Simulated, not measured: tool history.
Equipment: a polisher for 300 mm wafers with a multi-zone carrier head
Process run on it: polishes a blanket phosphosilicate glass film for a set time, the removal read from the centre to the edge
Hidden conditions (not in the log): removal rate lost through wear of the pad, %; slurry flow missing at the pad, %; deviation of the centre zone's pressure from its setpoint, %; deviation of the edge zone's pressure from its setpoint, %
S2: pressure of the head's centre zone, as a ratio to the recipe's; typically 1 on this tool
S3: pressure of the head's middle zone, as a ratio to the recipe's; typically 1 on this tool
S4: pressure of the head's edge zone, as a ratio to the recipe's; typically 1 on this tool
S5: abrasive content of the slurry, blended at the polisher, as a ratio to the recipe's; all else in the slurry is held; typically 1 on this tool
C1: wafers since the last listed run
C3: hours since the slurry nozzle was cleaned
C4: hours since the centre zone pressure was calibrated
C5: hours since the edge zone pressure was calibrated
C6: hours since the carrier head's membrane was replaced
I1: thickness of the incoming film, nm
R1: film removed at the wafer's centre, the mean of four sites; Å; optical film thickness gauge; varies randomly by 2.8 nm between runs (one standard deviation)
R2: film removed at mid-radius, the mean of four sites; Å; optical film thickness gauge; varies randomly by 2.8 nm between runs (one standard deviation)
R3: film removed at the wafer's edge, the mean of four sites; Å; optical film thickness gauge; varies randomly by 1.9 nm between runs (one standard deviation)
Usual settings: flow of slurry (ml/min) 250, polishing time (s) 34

Run 1, hour 0: usual settings; C1 0; wafers polished on this pad 1252; C3 243.9; C4 427.5; C5 455.1; C6 1231.9; I1 1829.3. Result: R1 1759 Å, R2 1873 Å, R3 1842 Å.
At hour 6: worn pad replaced by a new one.
Run 2, hour 52.5: usual settings; C1 327; wafers polished on this pad 314; C3 296.4; C4 480; C5 507.6; C6 1284.4; I1 1838.2. Result: R1 1996 Å, R2 2092 Å, R3 2055 Å.
Run 3, hour 140.3: usual settings; C1 593; wafers polished on this pad 907; C3 384.2; C4 567.8; C5 595.4; C6 1372.2; I1 1829.4. Result: R1 1915 Å, R2 1986 Å, R3 1954 Å.
Run 4, hour 217.4: usual settings but S2 0.96, S5 0.95; C1 521; wafers polished on this pad 1428; C3 461.3; C4 644.9; C5 672.5; C6 1449.3; I1 1820.9. Result: R1 1640 Å, R2 1790 Å, R3 1738 Å.
At hour 238.6: worn pad replaced by a new one.
At hour 247.3: slurry nozzle cleaned.
At hour 431.5: carrier head's membrane replaced by a new one.
At hour 444.5: worn pad replaced by a new one.
At hour 485.1: centre zone pressure recalibrated.
Run 5, hour 531.7: usual settings but S2 0.96, S5 0.95; C1 2016; wafers polished on this pad 575; C3 284.4; C4 46.6; C5 986.8; C6 100.2; I1 1825.6. Result: R1 1824 Å, R2 2061 Å, R3 1985 Å.
At hour 587.8: edge zone pressure recalibrated.
Run 6, hour 588.3: usual settings but S2 0.96, S5 0.95; C1 369; wafers polished on this pad 944; C3 341; C4 103.2; C5 0.5; C6 156.8; I1 1839.3. Result: R1 1734 Å, R2 1898 Å, R3 1918 Å.
Run 7, hour 631.4: usual settings but S5 1.1; C1 291; wafers polished on this pad 1235; C3 384.1; C4 146.3; C5 43.6; C6 199.9; I1 1852.5. Result: R1 1827 Å, R2 1950 Å, R3 1912 Å.
At hour 664.7: worn pad replaced by a new one.
Run 8, hour 699.6: usual settings but flow of slurry (ml/min) 200, S2 0.91, S3 1.03; C1 433; wafers polished on this pad 235; C3 452.3; C4 214.5; C5 111.8; C6 268.1; I1 1803.2. Result: R1 1819 Å, R2 2143 Å, R3 2019 Å.
At hour 759.1: slurry nozzle cleaned.
Run 9, hour 772.6: usual settings but flow of slurry (ml/min) 325, S4 0.92; C1 486; wafers polished on this pad 722; C3 13.5; C4 287.5; C5 184.8; C6 341.1; I1 1859.5. Result: R1 1969 Å, R2 2091 Å, R3 1942 Å.
Run 10, hour 817.6: usual settings but flow of slurry (ml/min) 285, S5 0.7, polishing time (s) 37; C1 304; wafers polished on this pad 1026; C3 58.5; C4 332.5; C5 229.8; C6 386.1; I1 1826.4. Result: R1 1678 Å, R2 1785 Å, R3 1759 Å.

Forecast run 11:
At hour 859.4: worn pad replaced by a new one.
Run 11, hour 879.7: usual settings but polishing time (s) 43; C1 392; wafers polished on this pad 137; C3 120.6; C4 394.6; C5 291.9; C6 448.2; I1 1803.1. Result: R1 ?, R2 ?, R3 ?.

R1: 2561 Å
R2: 2769 Å
R3: 2652 Å
Take away the tool's hidden state, keep the run-to-run variation as it was, and the same run would have given R1 2574 Å, R2 2783 Å, R3 2666 Å.
